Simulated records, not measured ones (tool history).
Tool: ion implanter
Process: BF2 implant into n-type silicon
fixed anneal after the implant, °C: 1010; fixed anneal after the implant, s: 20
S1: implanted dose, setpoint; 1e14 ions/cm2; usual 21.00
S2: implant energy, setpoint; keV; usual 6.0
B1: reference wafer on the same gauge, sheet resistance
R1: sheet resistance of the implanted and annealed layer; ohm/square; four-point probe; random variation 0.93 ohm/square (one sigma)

run,hour,S1,S2,B1,R1
1,0.0,21.00,6.0,243.96,215.76
2,31.2,25.17,6.5,243.73,210.19
3,60.8,21.00,6.0,243.76,215.13
4,84.7,21.00,6.0,244.06,215.65
5,105.4,21.00,6.0,244.04,216.91
6,118.5,21.00,6.0,244.33,215.19
# hour 121.9: gauge calibrated
7,143.1,18.07,6.0,243.78,215.81
8,169.3,21.00,6.5,243.82,212.33
9,182.5,21.00,6.5,244.28,211.73
10,200.7,21.00,6.5,244.02,211.43
# hour 213.0: extraction supply calibrated
11,225.6,21.00,6.0,244.11,215.91
12,249.8,21.00,6.0,244.07,216.09
13,280.6,21.00,6.0,243.87,216.50
14,292.8,21.00,6.0,244.09,214.83
15,353.3,21.00,6.0,244.28,215.63
16,378.9,18.57,7.0,244.09,209.31
17,394.9,21.00,5.5,244.09,218.93
18,416.8,21.00,6.0,244.14,214.67
19,438.0,25.61,7.0,243.87,207.21
20,473.2,15.90,5.5,243.97,221.70
21,560.3,21.00,6.0,244.12,217.05
22,580.5,26.55,5.0,243.81,226.38
23,598.4,21.00,6.0,243.82,214.90
24,624.5,15.73,4.5,244.23,234.76
# hour 639.1: Faraday cup replaced and dose calibrated
25,642.6,21.00,6.0,244.09,215.03
26,660.1,14.72,6.0,244.07,219.86
27,683.9,21.00,7.0,243.96,206.76
28,717.1,23.78,6.0,244.12,216.73
29,747.3,17.25,6.0,243.85,216.24
30,768.4,26.42,7.5,243.96,202.94
31,791.1,21.00,4.5,244.08,232.10
32,825.1,15.54,7.5,243.86,205.86
33,845.1,17.31,5.0,243.68,225.04
34,859.9,21.00,6.0,243.84,216.16
35,889.1,23.55,6.0,243.94,216.64
# hour 909.1: gauge calibrated
36,915.7,24.43,7.5,244.28,203.52
37,935.9,21.00,8.0,244.10,200.35

4 ways to go on from here, each from the tool as it stands after run 37. What would each give?
A,936.3,21.00,6.0,?,?
B,936.3,16.56,6.0,?,?
C,936.3,26.31,5.0,?,?
D,936.3,27.13,4.5,?,?

run,B1,R1
A,243.92,215.39
B,243.92,216.73
C,243.92,226.45
D,243.92,232.49
Without the tool's hidden state the same runs would have given:
run,R1
A,215.39
B,216.73
C,226.45
D,232.49
